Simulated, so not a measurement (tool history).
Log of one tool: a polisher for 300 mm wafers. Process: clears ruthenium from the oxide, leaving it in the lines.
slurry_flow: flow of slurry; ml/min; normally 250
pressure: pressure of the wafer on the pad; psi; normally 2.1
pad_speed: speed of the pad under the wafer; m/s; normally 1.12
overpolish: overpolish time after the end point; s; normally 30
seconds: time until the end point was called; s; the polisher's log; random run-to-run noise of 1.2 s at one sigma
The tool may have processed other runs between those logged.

run   hour  slurry_flow  pressure  pad_speed  overpolish  wafers since the last listed run  wafers polished on this pad  hours since the slurry nozzle was cleaned  hours since the head pressure was calibrated  incoming thickness of the incoming film, nm  seconds
  1    0.0          250       2.1       1.12          30                                 0                          758                                      618.6                                         250.1                                        129.2    124.7
  2   32.0          250       1.8       1.12          21                               286                         1044                                      650.6                                         282.1                                        129.4    144.9
      49.7  -- worn pad replaced by a new one
  3   60.6          250       2.1       1.12          30                               220                           97                                      679.2                                         310.7                                        129.0    117.3
  4   86.6          250       2.1       1.12          30                               232                          330                                      705.2                                         336.7                                        128.8    121.7
  5  117.9          320       2.1       0.98          30                               280                          610                                      736.5                                         368.0                                        130.1    131.9
  6  132.0          320       2.1       0.98          30                               126                          736                                      750.6                                         382.1                                        130.3    133.6
  7  150.7          320       2.1       0.98          30                               167                          903                                      769.3                                         400.8                                        128.2    136.1
     158.7  -- head pressure recalibrated
     170.2  -- slurry nozzle cleaned
     175.0  -- worn pad replaced by a new one
  8  182.7          250       1.6       1.12          30                               223                           69                                       12.5                                          24.0                                        130.1    150.6
  9  205.8          250       1.6       1.12          30                               206                          275                                       35.6                                          47.1                                        132.0    150.6
 10  232.2          250       2.1       1.12          47                               236                          511                                       62.0                                          73.5                                        132.5    122.3
 11  273.0          210       2.4       1.12          13                               364                          876                                      102.8                                         114.3                                        132.1    111.0
 12  295.6          250       2.4       1.12          21                               202                         1079                                      125.4                                         136.9                                        130.8    110.9
 13  311.8          175       2.1       1.12          30                               144                         1224                                      141.6                                         153.1                                        129.0    132.4
     330.2  -- worn pad replaced by a new one
 14  337.6          250       2.1       1.12          30                               195                           66                                      167.4                                         178.9                                        130.1    113.7
 15  359.3          295       2.7       1.12          25                               194                          260                                      189.1                                         200.6                                        132.5     92.5
 16  388.4          250       1.6       1.46          30                               260                          521                                      218.2                                         229.7                                        132.0    133.4
 17  403.9          250       2.1       0.78          30                               138                          659                                      233.7                                         245.2                                        132.3    153.7
 18  430.4          250       2.1       1.12          30                               237                          896                                      260.2                                         271.7                                        129.5    124.6

What if the next run were any one of these 3? Each begins from the tool's condition after run 18:
  A  430.9          195       2.1       1.12          30                                 4                          901                                      260.7                                         272.2                                        128.3        ?
  B  430.9          250       2.3       0.98          30                                 4                          901                                      260.7                                         272.2                                        128.3        ?
  C  430.9          250       2.6       1.12          30                                 4                          901                                      260.7                                         272.2                                        128.3        ?

run  seconds
  A    125.5
  B    120.4
  C     99.1
Stripped of hidden state, with their random variation kept, the same runs would have yielded:
run  seconds
  A    114.7
  B    110.0
  C     90.6

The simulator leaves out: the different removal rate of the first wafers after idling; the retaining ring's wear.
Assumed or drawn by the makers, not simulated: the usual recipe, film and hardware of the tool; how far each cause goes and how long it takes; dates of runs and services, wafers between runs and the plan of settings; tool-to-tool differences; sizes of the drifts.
